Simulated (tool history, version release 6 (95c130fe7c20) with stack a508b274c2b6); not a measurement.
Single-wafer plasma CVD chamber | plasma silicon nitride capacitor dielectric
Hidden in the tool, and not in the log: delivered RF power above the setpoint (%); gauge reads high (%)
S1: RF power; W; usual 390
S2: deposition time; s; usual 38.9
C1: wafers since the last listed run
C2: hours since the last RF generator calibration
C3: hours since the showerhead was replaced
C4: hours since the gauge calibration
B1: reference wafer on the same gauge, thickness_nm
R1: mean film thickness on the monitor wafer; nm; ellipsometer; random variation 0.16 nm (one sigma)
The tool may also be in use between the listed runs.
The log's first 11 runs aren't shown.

run,hour,S1,S2,C1,C2,C3,C4,B1,R1
12,1128.8,445,38.9,3325,1357.0,6127.4,1434.3,59.809,54.925
13,1184.2,390,38.9,899,1412.4,6182.8,1489.7,59.793,53.935
14,1285.5,390,34.0,1644,1513.7,6284.1,1591.0,59.778,47.078
15,1388.2,390,34.0,1667,1616.4,6386.8,1693.7,59.801,46.810
# hour 1404.7: RF generator calibrated
16,1453.7,390,38.9,933,49.0,6452.3,1759.2,59.855,54.303
# hour 1470.9: showerhead replaced
17,1545.2,390,38.9,1355,140.5,74.3,1850.7,59.790,54.569
18,1631.4,460,33.6,1399,226.7,160.5,1936.9,59.786,48.250
19,1716.2,335,41.2,1377,311.5,245.3,2021.7,59.803,55.671
# hour 1795.2: gauge calibrated
20,1800.7,430,44.0,1372,396.0,329.8,5.5,59.776,62.440
21,1874.7,345,32.6,1201,470.0,403.8,79.5,59.841,44.524
22,1921.3,390,38.9,756,516.6,450.4,126.1,59.764,53.890
23,2004.7,450,46.2,1354,600.0,533.8,209.5,59.794,65.856
24,2111.5,390,35.0,1734,706.8,640.6,316.3,59.816,48.595
25,2191.9,365,41.4,1305,787.2,721.0,396.7,59.786,56.865
26,2233.1,360,41.4,669,828.4,762.2,437.9,59.754,56.791
27,2279.9,460,42.4,759,875.2,809.0,484.7,59.780,60.604
28,2330.9,350,45.2,828,926.2,860.0,535.7,59.822,61.312
29,2415.6,340,32.8,1375,1010.9,944.7,620.4,59.775,44.267
30,2470.4,420,41.7,889,1065.7,999.5,675.2,59.773,58.606

Forecast each of these 3 alternatives for the next run:
A,2470.8,425,38.9,6,1066.1,999.9,675.6,?,?
B,2470.8,460,45.4,6,1066.1,999.9,675.6,?,?
C,2470.8,390,46.0,6,1066.1,999.9,675.6,?,?

run,B1,R1
A,59.788,54.702
B,59.788,64.798
C,59.788,63.684
Without the tool's hidden state the same runs would have given:
run,R1
A,55.389
B,65.611
C,64.483

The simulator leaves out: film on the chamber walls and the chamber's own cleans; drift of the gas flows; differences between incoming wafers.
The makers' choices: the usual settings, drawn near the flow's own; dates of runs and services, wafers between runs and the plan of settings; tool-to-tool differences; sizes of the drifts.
